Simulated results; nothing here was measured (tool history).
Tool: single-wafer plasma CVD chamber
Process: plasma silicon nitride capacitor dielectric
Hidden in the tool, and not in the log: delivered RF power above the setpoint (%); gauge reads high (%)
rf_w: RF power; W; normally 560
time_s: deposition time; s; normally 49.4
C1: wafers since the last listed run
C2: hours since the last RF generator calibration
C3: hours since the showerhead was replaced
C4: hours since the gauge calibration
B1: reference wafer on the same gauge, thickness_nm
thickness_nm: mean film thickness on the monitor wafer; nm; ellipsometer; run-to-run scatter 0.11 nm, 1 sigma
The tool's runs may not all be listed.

Run 1, hour 0.0: usual settings; C1 0; C2 1614.7; C3 7229.5; C4 246.8; B1 66.564. Result: thickness_nm 75.203 nm.
Run 2, hour 13.3: usual settings but rf_w 505 W, time_s 42.2 s; C1 143; C2 1628.0; C3 7242.8; C4 260.1; B1 66.607. Result: thickness_nm 63.222 nm.
Run 3, hour 24.9: usual settings but rf_w 505 W, time_s 42.2 s; C1 124; C2 1639.6; C3 7254.4; C4 271.7; B1 66.632. Result: thickness_nm 63.178 nm.
Run 4, hour 36.3: usual settings but rf_w 530 W; C1 122; C2 1651.0; C3 7265.8; C4 283.1; B1 66.645. Result: thickness_nm 74.770 nm.
Run 5, hour 43.2: usual settings but rf_w 530 W; C1 74; C2 1657.9; C3 7272.7; C4 290.0; B1 66.619. Result: thickness_nm 74.931 nm.
Run 6, hour 60.3: usual settings but rf_w 530 W; C1 184; C2 1675.0; C3 7289.8; C4 307.1; B1 66.736. Result: thickness_nm 74.740 nm.
Run 7, hour 69.5: usual settings but rf_w 640 W, time_s 42.3 s; C1 99; C2 1684.2; C3 7299.0; C4 316.3; B1 66.704. Result: thickness_nm 66.751 nm.
Run 8, hour 77.9: usual settings but time_s 56.5 s; C1 90; C2 1692.6; C3 7307.4; C4 324.7; B1 66.790. Result: thickness_nm 86.490 nm.
Run 9, hour 84.4: usual settings but time_s 56.5 s; C1 70; C2 1699.1; C3 7313.9; C4 331.2; B1 66.811. Result: thickness_nm 86.657 nm.
Run 10, hour 97.7: usual settings but time_s 56.5 s; C1 143; C2 1712.4; C3 7327.2; C4 344.5; B1 66.833. Result: thickness_nm 86.695 nm.
Run 11, hour 104.4: usual settings; C1 72; C2 1719.1; C3 7333.9; C4 351.2; B1 66.873. Result: thickness_nm 75.858 nm.
Run 12, hour 116.7: usual settings; C1 132; C2 1731.4; C3 7346.2; C4 363.5; B1 66.884. Result: thickness_nm 75.819 nm.
Run 13, hour 131.7: usual settings; C1 161; C2 1746.4; C3 7361.2; C4 378.5; B1 66.919. Result: thickness_nm 75.926 nm.
Run 14, hour 146.5: usual settings but time_s 52.2 s; C1 159; C2 1761.2; C3 7376.0; C4 393.3; B1 67.038. Result: thickness_nm 80.274 nm.
Run 15, hour 156.1: usual settings; C1 103; C2 1770.8; C3 7385.6; C4 402.9; B1 67.083. Result: thickness_nm 75.886 nm.
At hour 160.4: gauge calibrated.
At hour 172.3: showerhead replaced.
Run 16, hour 172.8: usual settings; C1 93; C2 1787.5; C3 0.5; C4 12.4; B1 66.148. Result: thickness_nm 75.011 nm.
Run 17, hour 177.9: usual settings; C1 54; C2 1792.6; C3 5.6; C4 17.5; B1 66.141. Result: thickness_nm 74.998 nm.
Run 18, hour 193.5: usual settings; C1 168; C2 1808.2; C3 21.2; C4 33.1; B1 66.140. Result: thickness_nm 75.009 nm.
Run 19, hour 211.3: usual settings; C1 191; C2 1826.0; C3 39.0; C4 50.9; B1 66.216. Result: thickness_nm 74.951 nm.
Run 20, hour 221.2: usual settings; C1 106; C2 1835.9; C3 48.9; C4 60.8; B1 66.161. Result: thickness_nm 75.204 nm.
At hour 234.9: RF generator calibrated.
Run 21, hour 235.2: usual settings but rf_w 590 W, time_s 53.6 s; C1 64; C2 0.3; C3 62.9; C4 74.8; B1 66.194. Result: thickness_nm 82.240 nm.
Run 22, hour 245.1: usual settings but rf_w 630 W, time_s 56.9 s; C1 106; C2 10.2; C3 72.8; C4 84.7; B1 66.164. Result: thickness_nm 88.761 nm.
Run 23, hour 259.2: usual settings but time_s 56.9 s; C1 151; C2 24.3; C3 86.9; C4 98.8; B1 66.168. Result: thickness_nm 86.440 nm.
Run 24, hour 283.6: usual settings but time_s 58.6 s; C1 262; C2 48.7; C3 111.3; C4 123.2; B1 66.214. Result: thickness_nm 89.065 nm.
Run 25, hour 293.5: usual settings but rf_w 625 W, time_s 45.2 s; C1 106; C2 58.6; C3 121.2; C4 133.1; B1 66.264. Result: thickness_nm 70.244 nm.
Run 26, hour 309.8: usual settings but time_s 54.2 s; C1 175; C2 74.9; C3 137.5; C4 149.4; B1 66.289. Result: thickness_nm 82.159 nm.
Run 27, hour 324.2: usual settings; C1 155; C2 89.3; C3 151.9; C4 163.8; B1 66.278. Result: thickness_nm 75.079 nm.
Run 28, hour 337.3: usual settings but rf_w 505 W, time_s 42.2 s; C1 141; C2 102.4; C3 165.0; C4 176.9; B1 66.308. Result: thickness_nm 62.945 nm.
Run 29, hour 384.5: usual settings but rf_w 460 W, time_s 39.9 s; C1 508; C2 149.6; C3 212.2; C4 224.1; B1 66.393. Result: thickness_nm 58.403 nm.
Run 30, hour 394.9: usual settings; C1 112; C2 160.0; C3 222.6; C4 234.5; B1 66.463. Result: thickness_nm 75.196 nm.
Run 31, hour 411.0: usual settings but rf_w 615 W, time_s 54.9 s; C1 173; C2 176.1; C3 238.7; C4 250.6; B1 66.457. Result: thickness_nm 85.375 nm.
Run 32, hour 423.0: usual settings but time_s 55.6 s; C1 129; C2 188.1; C3 250.7; C4 262.6; B1 66.464. Result: thickness_nm 84.910 nm.
Run 33, hour 440.2: usual settings but rf_w 460 W, time_s 43.1 s; C1 185; C2 205.3; C3 267.9; C4 279.8; B1 66.537. Result: thickness_nm 63.234 nm.
Run 34, hour 455.5: usual settings; C1 164; C2 220.6; C3 283.2; C4 295.1; B1 66.591. Result: thickness_nm 75.436 nm.
Run 35, hour 465.0: usual settings but rf_w 485 W, time_s 59.1 s; C1 102; C2 230.1; C3 292.7; C4 304.6; B1 66.596. Result: thickness_nm 87.754 nm.
Run 36, hour 477.4: usual settings but time_s 54.5 s; C1 133; C2 242.5; C3 305.1; C4 317.0; B1 66.622. Result: thickness_nm 83.522 nm.
Run 37, hour 488.8: usual settings but time_s 54.5 s; C1 122; C2 253.9; C3 316.5; C4 328.4; B1 66.672. Result: thickness_nm 83.458 nm.
Run 38, hour 500.1: usual settings but rf_w 450 W, time_s 45.7 s; C1 121; C2 265.2; C3 327.8; C4 339.7; B1 66.676. Result: thickness_nm 67.093 nm.
Run 39, hour 515.6: usual settings but time_s 46.9 s; C1 166; C2 280.7; C3 343.3; C4 355.2; B1 66.765. Result: thickness_nm 71.916 nm.
Run 40, hour 531.2: usual settings; C1 168; C2 296.3; C3 358.9; C4 370.8; B1 66.807. Result: thickness_nm 75.802 nm.

Run-by-run hidden state of the tool:
delivered RF power above the setpoint (%): 0, the same for each run
H1: gauge reads high (%)
run        H1
  1      0.54
  2      0.59
  3     0.635
  4     0.681
  5      0.71
  6     0.784
  7     0.826
  8     0.865
  9     0.896
 10     0.962
 11     0.996
 12      1.06
 13      1.14
 14      1.22
 15      1.28
 16   -0.0724
 17   -0.0713
 18   -0.0655
 19   -0.0546
 20   -0.0465
 21   -0.0327
 22   -0.0212
 23  -0.00231
 24    0.0372
 25    0.0557
 26    0.0893
 27     0.122
 28     0.155
 29     0.293
 30     0.328
 31     0.385
 32     0.429
 33     0.498
 34     0.562
 35     0.603
 36     0.659
 37     0.713
 38     0.768
 39     0.847
 40     0.929
